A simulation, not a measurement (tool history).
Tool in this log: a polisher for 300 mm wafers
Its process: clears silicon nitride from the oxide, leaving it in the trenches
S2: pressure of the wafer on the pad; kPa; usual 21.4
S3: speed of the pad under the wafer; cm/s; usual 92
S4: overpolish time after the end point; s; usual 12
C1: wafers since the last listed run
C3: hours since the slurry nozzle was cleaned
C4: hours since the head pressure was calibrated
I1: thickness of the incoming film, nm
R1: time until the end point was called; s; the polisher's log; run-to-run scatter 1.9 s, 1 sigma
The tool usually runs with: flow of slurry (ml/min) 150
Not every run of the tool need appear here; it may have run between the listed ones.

Run 1, hour 0: usual settings; C1 0; wafers polished on this pad 480; C3 128.8; C4 1076.1; I1 118.9. Result: R1 159.6 s.
Run 2, hour 74.5: usual settings but S2 17.2 kPa, S3 86 cm/s; C1 393; wafers polished on this pad 873; C3 203.3; C4 1150.6; I1 119.6. Result: R1 206.7 s.
Run 3, hour 130.3: usual settings but S2 17.2 kPa, S3 86 cm/s; C1 294; wafers polished on this pad 1168; C3 259.1; C4 1206.4; I1 120.8. Result: R1 209 s.
At hour 142.6: head pressure recalibrated.
Run 4, hour 166.9: usual settings but S4 9 s; C1 182; wafers polished on this pad 1351; C3 295.7; C4 24.3; I1 120.5. Result: R1 162.1 s.
Run 5, hour 230.4: usual settings; C1 335; wafers polished on this pad 1687; C3 359.2; C4 87.8; I1 120.2. Result: R1 163.7 s.
Run 6, hour 300.2: usual settings; C1 368; wafers polished on this pad 2055; C3 429; C4 157.6; I1 122. Result: R1 167.3 s.
At hour 430.7: slurry nozzle cleaned.
Run 7, hour 487.6: usual settings but S2 15.9 kPa; C1 984; wafers polished on this pad 3040; C3 56.9; C4 345; I1 118. Result: R1 212.5 s.
At hour 525.6: worn pad replaced by a new one.
Run 8, hour 626.7: usual settings but S2 15.9 kPa; C1 713; wafers polished on this pad 534; C3 196; C4 484.1; I1 121.4. Result: R1 213.2 s.
Run 9, hour 676.4: usual settings; C1 262; wafers polished on this pad 796; C3 245.7; C4 533.8; I1 119.9. Result: R1 164.7 s.
Run 10, hour 730.4: usual settings; C1 285; wafers polished on this pad 1082; C3 299.7; C4 587.8; I1 119. Result: R1 161.3 s.
Run 11, hour 777.6: usual settings; C1 249; wafers polished on this pad 1331; C3 346.9; C4 635; I1 119.1. Result: R1 163.8 s.
Run 12, hour 805.8: usual settings; C1 149; wafers polished on this pad 1480; C3 375.1; C4 663.2; I1 121.4. Result: R1 165.2 s.
Run 13, hour 865.3: usual settings but S3 66 cm/s; C1 314; wafers polished on this pad 1794; C3 434.6; C4 722.7; I1 120.8. Result: R1 221.5 s.
Run 14, hour 924.6: usual settings; C1 313; wafers polished on this pad 2108; C3 493.9; C4 782; I1 118.8. Result: R1 163.1 s.
Run 15, hour 965.8: usual settings but flow of slurry (ml/min) 190, S2 18.6 kPa, S4 10 s; C1 217; wafers polished on this pad 2325; C3 535.1; C4 823.2; I1 120.3. Result: R1 189.4 s.
Run 16, hour 991.9: usual settings but flow of slurry (ml/min) 125, S2 27.6 kPa, S4 18 s; C1 137; wafers polished on this pad 2463; C3 561.2; C4 849.3; I1 120.1. Result: R1 140.7 s.
At hour 1041.5: slurry nozzle cleaned.
Run 17, hour 1122.4: usual settings; C1 684; wafers polished on this pad 3148; C3 80.9; C4 979.8; I1 119.1. Result: R1 172.1 s.
At hour 1162: worn pad replaced by a new one.
Run 18, hour 1163.8: usual settings but S4 8 s; C1 197; wafers polished on this pad 9; C3 122.3; C4 1021.2; I1 120.7. Result: R1 160.4 s.
Run 19, hour 1234.1: usual settings; C1 371; wafers polished on this pad 380; C3 192.6; C4 1091.5; I1 120.1. Result: R1 163.6 s.
Run 20, hour 1261.7: usual settings; C1 145; wafers polished on this pad 526; C3 220.2; C4 1119.1; I1 120.4. Result: R1 163.5 s.
Run 21, hour 1331.4: usual settings but S2 29 kPa, S3 108 cm/s, S4 19 s; C1 368; wafers polished on this pad 894; C3 289.9; C4 1188.8; I1 121.7. Result: R1 112.2 s.
At hour 1372.5: head pressure recalibrated.
Run 22, hour 1382.6: usual settings but S3 64 cm/s, S4 15 s; C1 259; wafers polished on this pad 1154; C3 341.1; C4 10.1; I1 120.1. Result: R1 221.6 s.
Run 23, hour 1447: usual settings but S2 13.8 kPa, S4 7 s; C1 340; wafers polished on this pad 1495; C3 405.5; C4 74.5; I1 119.8. Result: R1 236.8 s.
Run 24, hour 1500: usual settings; C1 280; wafers polished on this pad 1775; C3 458.5; C4 127.5; I1 121. Result: R1 166.6 s.
Run 25, hour 1562.6: usual settings but flow of slurry (ml/min) 175, S2 19.3 kPa, S3 118 cm/s, S4 15 s; C1 330; wafers polished on this pad 2106; C3 521.1; C4 190.1; I1 120.4. Result: R1 145.3 s.
Run 26, hour 1599.1: usual settings; C1 192; wafers polished on this pad 2298; C3 557.6; C4 226.6; I1 121.1. Result: R1 167 s.
At hour 1667: slurry nozzle cleaned.
At hour 1668.8: worn pad replaced by a new one.
Run 27, hour 1719.5: usual settings but S2 16.5 kPa; C1 621; wafers polished on this pad 268; C3 52.5; C4 347; I1 118.9. Result: R1 192.4 s.
Run 28, hour 1775.3: usual settings but flow of slurry (ml/min) 175, S2 15.2 kPa, S3 108 cm/s, S4 8 s; C1 294; wafers polished on this pad 562; C3 108.3; C4 402.8; I1 121.9. Result: R1 185.6 s.
Run 29, hour 1834.3: usual settings but S3 64 cm/s; C1 311; wafers polished on this pad 874; C3 167.3; C4 461.8; I1 120.5. Result: R1 219.4 s.
Run 30, hour 1872: usual settings but S2 17.9 kPa, S3 116 cm/s, S4 15 s; C1 199; wafers polished on this pad 1073; C3 205; C4 499.5; I1 120.6. Result: R1 151.7 s.
Run 31, hour 1906.1: usual settings but flow of slurry (ml/min) 105, S2 24.1 kPa, S3 120 cm/s, S4 6 s; C1 180; wafers polished on this pad 1254; C3 239.1; C4 533.6; I1 118.2. Result: R1 123.2 s.
Run 32, hour 1947.6: usual settings but flow of slurry (ml/min) 130, S2 23.4 kPa, S4 16 s; C1 219; wafers polished on this pad 1473; C3 280.6; C4 575.1; I1 119.7. Result: R1 157.9 s.
Run 33, hour 2013.8: usual settings but flow of slurry (ml/min) 165, S4 17 s; C1 349; wafers polished on this pad 1823; C3 346.8; C4 641.3; I1 120.8. Result: R1 167 s.
Run 34, hour 2064.3: usual settings but flow of slurry (ml/min) 190, S2 18.6 kPa, S4 10 s; C1 266; wafers polished on this pad 2090; C3 397.3; C4 691.8; I1 120.3. Result: R1 184.3 s.
Run 35, hour 2106.5: usual settings; C1 222; wafers polished on this pad 2313; C3 439.5; C4 734; I1 121. Result: R1 167.7 s.
Run 36, hour 2167.2: usual settings but flow of slurry (ml/min) 135, S3 104 cm/s; C1 320; wafers polished on this pad 2633; C3 500.2; C4 794.7; I1 120.4. Result: R1 156.2 s.
At hour 2187.1: slurry nozzle cleaned.
Run 37, hour 2196.7: usual settings but flow of slurry (ml/min) 125, S2 17.2 kPa; C1 150; wafers polished on this pad 2784; C3 9.6; C4 824.2; I1 117.7. Result: R1 203.6 s.
Run 38, hour 2245.8: usual settings; C1 259; wafers polished on this pad 3043; C3 58.7; C4 873.3; I1 117.9. Result: R1 170.4 s.

Consider 3 possible next runs. They are alternatives, not a sequence: every one starts from the tool as it was left by run 38. What does each give?
Run A, hour 2246.3: usual settings; C1 2; wafers polished on this pad 3046; C3 59.2; C4 873.8; I1 120.6. Result: R1 ?.
Run B, hour 2246.3: usual settings but flow of slurry (ml/min) 105, S2 19.3 kPa, S4 7 s; C1 2; wafers polished on this pad 3046; C3 59.2; C4 873.8; I1 120.6. Result: R1 ?.
Run C, hour 2246.3: usual settings but S2 24.1 kPa, S4 6 s; C1 2; wafers polished on this pad 3046; C3 59.2; C4 873.8; I1 120.6. Result: R1 ?.

run     R1
  A  170.9
  B  194.6
  C  154.4
Without the tool's hidden state the same runs would have given:
run     R1
  A  160.1
  B  182.3
  C  144.6
